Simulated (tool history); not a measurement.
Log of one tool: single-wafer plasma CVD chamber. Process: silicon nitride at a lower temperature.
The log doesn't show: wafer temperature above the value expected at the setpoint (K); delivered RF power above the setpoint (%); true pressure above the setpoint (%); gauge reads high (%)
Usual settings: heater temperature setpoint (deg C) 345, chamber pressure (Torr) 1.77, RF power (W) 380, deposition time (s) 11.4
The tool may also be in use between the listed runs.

| run | hour | heater temperature setpoint (deg C) | chamber pressure (Torr) | RF power (W) | deposition time (s) | wafers since the last listed run | hours since the last thermocouple change | hours since the last RF generator calibration | hours since the last manometer calibration | hours since the showerhead was replaced | hours since the gauge calibration | read-back reference wafer on the same gauge, thickness_nm | mean film thickness on the monitor wafer (nm) |
|---|---|---|---|---|---|---|---|---|---|---|---|---|---|
| 1 | 0 | 345 | 1.77 | 380 | 11.4 | 0 | 1015.9 | 1551.9 | 1680.8 | 4528.4 | 485.9 | 14.7 | 15.231 |
| 2 | 19.3 | 354 | 1.77 | 380 | 10.9 | 547 | 1035.2 | 1571.2 | 1700.1 | 4547.7 | 505.2 | 14.698 | 14.489 |
| 3 | 39.1 | 345 | 1.77 | 380 | 10.1 | 562 | 1055 | 1591 | 1719.9 | 4567.5 | 525 | 14.693 | 13.419 |
| 4 | 52.2 | 345 | 1.77 | 380 | 10.1 | 371 | 1068.1 | 1604.1 | 1733 | 4580.6 | 538.1 | 14.697 | 13.447 |
| 5 | 66.6 | 345 | 1.77 | 380 | 11.4 | 408 | 1082.5 | 1618.5 | 1747.4 | 4595 | 552.5 | 14.704 | 15.162 |
|  | 101.2 | thermocouple changed; heater temperature recalibrated |
| 6 | 102.5 | 345 | 1.77 | 380 | 11.4 | 792 | 1.3 | 1654.4 | 1783.3 | 4630.9 | 588.4 | 14.688 | 15.137 |
| 7 | 116.5 | 345 | 1.6 | 380 | 12.5 | 397 | 15.3 | 1668.4 | 1797.3 | 4644.9 | 602.4 | 14.698 | 16.235 |
| 8 | 135.4 | 345 | 1.6 | 380 | 12.5 | 536 | 34.2 | 1687.3 | 1816.2 | 4663.8 | 621.3 | 14.689 | 16.268 |
| 9 | 162.2 | 341 | 1.77 | 380 | 11.4 | 760 | 61 | 1714.1 | 1843 | 4690.6 | 648.1 | 14.705 | 15.074 |
| 10 | 193 | 345 | 1.77 | 380 | 11.4 | 874 | 91.8 | 1744.9 | 1873.8 | 4721.4 | 678.9 | 14.705 | 15.088 |
| 11 | 212.6 | 345 | 1.77 | 380 | 11.4 | 556 | 111.4 | 1764.5 | 1893.4 | 4741 | 698.5 | 14.699 | 15.069 |
|  | 238.2 | RF generator calibrated |
| 12 | 246.7 | 345 | 1.6 | 380 | 12.5 | 741 | 145.5 | 8.5 | 1927.5 | 4775.1 | 732.6 | 14.706 | 16.861 |
| 13 | 262.3 | 345 | 1.77 | 380 | 11.4 | 442 | 161.1 | 24.1 | 1943.1 | 4790.7 | 748.2 | 14.699 | 15.695 |
| 14 | 291.5 | 345 | 1.77 | 380 | 11.4 | 829 | 190.3 | 53.3 | 1972.3 | 4819.9 | 777.4 | 14.701 | 15.644 |
| 15 | 311.9 | 354 | 1.77 | 380 | 13.4 | 579 | 210.7 | 73.7 | 1992.7 | 4840.3 | 797.8 | 14.699 | 18.401 |
| 16 | 338.1 | 345 | 1.77 | 380 | 11.4 | 743 | 236.9 | 99.9 | 2018.9 | 4866.5 | 824 | 14.7 | 15.723 |
|  | 365.8 | gauge calibrated |
|  | 366.3 | showerhead replaced |
| 17 | 366.8 | 340 | 1.61 | 380 | 12.4 | 587 | 265.6 | 128.6 | 2047.6 | 0.5 | 1 | 14.692 | 16.744 |
| 18 | 371.2 | 358 | 2.12 | 380 | 11.4 | 124 | 270 | 133 | 2052 | 4.9 | 5.4 | 14.703 | 16.202 |
| 19 | 406.4 | 345 | 1.77 | 335 | 9.4 | 999 | 305.2 | 168.2 | 2087.2 | 40.1 | 40.6 | 14.706 | 12.179 |
| 20 | 432 | 345 | 1.77 | 360 | 11.4 | 726 | 330.8 | 193.8 | 2112.8 | 65.7 | 66.2 | 14.709 | 15.262 |
|  | 454 | capacitance manometer re-zeroed and calibrated |
| 21 | 467.5 | 335 | 1.77 | 380 | 12.6 | 780 | 366.3 | 229.3 | 13.5 | 101.2 | 101.7 | 14.709 | 17.16 |
| 22 | 494.1 | 332 | 1.96 | 430 | 11.4 | 755 | 392.9 | 255.9 | 40.1 | 127.8 | 128.3 | 14.705 | 16.801 |
| 23 | 522.1 | 345 | 1.77 | 380 | 11.4 | 794 | 420.9 | 283.9 | 68.1 | 155.8 | 156.3 | 14.703 | 15.423 |
| 24 | 547.5 | 345 | 1.61 | 380 | 11.4 | 721 | 446.3 | 309.3 | 93.5 | 181.2 | 181.7 | 14.7 | 15.135 |
| 25 | 563.1 | 345 | 1.77 | 380 | 11.4 | 442 | 461.9 | 324.9 | 109.1 | 196.8 | 197.3 | 14.701 | 15.48 |
| 26 | 588.6 | 331 | 1.77 | 380 | 11.4 | 724 | 487.4 | 350.4 | 134.6 | 222.3 | 222.8 | 14.689 | 15.557 |
| 27 | 621 | 345 | 1.77 | 380 | 9.6 | 919 | 519.8 | 382.8 | 167 | 254.7 | 255.2 | 14.698 | 13.045 |
| 28 | 633.6 | 345 | 1.77 | 430 | 9.2 | 357 | 532.4 | 395.4 | 179.6 | 267.3 | 267.8 | 14.694 | 13.288 |
| 29 | 653.5 | 330 | 1.77 | 320 | 13.1 | 565 | 552.3 | 415.3 | 199.5 | 287.2 | 287.7 | 14.705 | 16.428 |

Forecast each of these 3 alternatives for the next run:
| A | 653.9 | 345 | 1.77 | 320 | 11.4 | 11 | 552.7 | 415.7 | 199.9 | 287.6 | 288.1 | ? | ? |
| B | 653.9 | 332 | 1.77 | 380 | 11.4 | 11 | 552.7 | 415.7 | 199.9 | 287.6 | 288.1 | ? | ? |
| C | 653.9 | 345 | 1.77 | 455 | 13.3 | 11 | 552.7 | 415.7 | 199.9 | 287.6 | 288.1 | ? | ? |

| run | read-back reference wafer on the same gauge, thickness_nm | mean film thickness on the monitor wafer (nm) |
|---|---|---|
| A | 14.696 | 14.216 |
| B | 14.696 | 15.569 |
| C | 14.696 | 19.73 |
Without the tool's hidden state the same runs would have given:
| run | mean film thickness on the monitor wafer (nm) |
|---|---|
| A | 14.244 |
| B | 15.598 |
| C | 19.759 |
